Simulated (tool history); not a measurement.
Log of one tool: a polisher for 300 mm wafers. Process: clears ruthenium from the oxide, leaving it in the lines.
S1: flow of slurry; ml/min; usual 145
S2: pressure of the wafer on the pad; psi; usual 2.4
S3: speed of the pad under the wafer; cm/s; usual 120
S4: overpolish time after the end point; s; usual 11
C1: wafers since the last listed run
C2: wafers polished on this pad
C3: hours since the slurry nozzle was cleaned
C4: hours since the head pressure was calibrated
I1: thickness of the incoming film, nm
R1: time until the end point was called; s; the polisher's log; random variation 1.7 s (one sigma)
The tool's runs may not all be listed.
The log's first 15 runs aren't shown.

run 16 hour=161.5 | S1=145 S2=2.4 S3=120 S4=11 | C1=42 C2=748 C3=154.3 C4=622.3 | I1=196.8 | R1=126.8
-- hour=179.6 head pressure recalibrated
-- hour=197.4 worn pad replaced by a new one
run 17 hour=202.3 | S1=145 S2=2.4 S3=92 S4=11 | C1=146 C2=20 C3=195.1 C4=22.7 | I1=193.4 | R1=148.3
run 18 hour=210.5 | S1=105 S2=2.1 S3=120 S4=11 | C1=34 C2=55 C3=203.3 C4=30.9 | I1=195.4 | R1=152.3
run 19 hour=216.5 | S1=145 S2=2.4 S3=120 S4=8 | C1=25 C2=80 C3=209.3 C4=36.9 | I1=193.7 | R1=126.4
run 20 hour=233.8 | S1=160 S2=2.9 S3=120 S4=4 | C1=73 C2=153 C3=226.6 C4=54.2 | I1=195.7 | R1=103.1
run 21 hour=243.6 | S1=185 S2=2.4 S3=120 S4=11 | C1=41 C2=194 C3=236.4 C4=64.0 | I1=195.6 | R1=120.4
run 22 hour=277.4 | S1=130 S2=1.8 S3=150 S4=13 | C1=142 C2=337 C3=270.2 C4=97.8 | I1=193.6 | R1=143.0
run 23 hour=284.9 | S1=145 S2=2.4 S3=120 S4=11 | C1=31 C2=369 C3=277.7 C4=105.3 | I1=196.1 | R1=128.4
run 24 hour=297.3 | S1=145 S2=1.6 S3=120 S4=14 | C1=52 C2=421 C3=290.1 C4=117.7 | I1=195.6 | R1=186.3
run 25 hour=309.5 | S1=145 S2=2.4 S3=96 S4=11 | C1=51 C2=473 C3=302.3 C4=129.9 | I1=195.5 | R1=151.1
-- hour=315.5 slurry nozzle cleaned
run 26 hour=326.9 | S1=145 S2=2.4 S3=120 S4=11 | C1=69 C2=542 C3=11.4 C4=147.3 | I1=197.2 | R1=130.5
run 27 hour=340.2 | S1=145 S2=2.4 S3=120 S4=8 | C1=56 C2=598 C3=24.7 C4=160.6 | I1=194.7 | R1=128.5
run 28 hour=392.4 | S1=105 S2=2.4 S3=120 S4=11 | C1=220 C2=818 C3=76.9 C4=212.8 | I1=192.7 | R1=131.8
run 29 hour=403.8 | S1=145 S2=1.7 S3=120 S4=11 | C1=48 C2=866 C3=88.3 C4=224.2 | I1=197.2 | R1=178.7
-- hour=417.1 worn pad replaced by a new one
run 30 hour=417.6 | S1=120 S2=3.0 S3=140 S4=8 | C1=41 C2=2 C3=102.1 C4=238.0 | I1=192.2 | R1=92.2
run 31 hour=429.0 | S1=195 S2=2.0 S3=120 S4=15 | C1=48 C2=50 C3=113.5 C4=249.4 | I1=198.9 | R1=145.8
run 32 hour=442.1 | S1=160 S2=2.8 S3=136 S4=16 | C1=55 C2=105 C3=126.6 C4=262.5 | I1=194.6 | R1=97.4

Forecast each of these 3 alternatives for the next run:
run A hour=442.6 | S1=145 S2=2.1 S3=120 S4=11 | C1=2 C2=107 C3=127.1 C4=263.0 | I1=192.7 | R1=?
run B hour=442.6 | S1=145 S2=2.6 S3=86 S4=8 | C1=2 C2=107 C3=127.1 C4=263.0 | I1=192.7 | R1=?
run C hour=442.6 | S1=145 S2=1.8 S3=120 S4=11 | C1=2 C2=107 C3=127.1 C4=263.0 | I1=192.7 | R1=?

run=A R1=140.1
run=B R1=144.3
run=C R1=162.8
Without the tool's hidden state the same runs would have given:
run=A R1=140.1
run=B R1=144.3
run=C R1=162.8
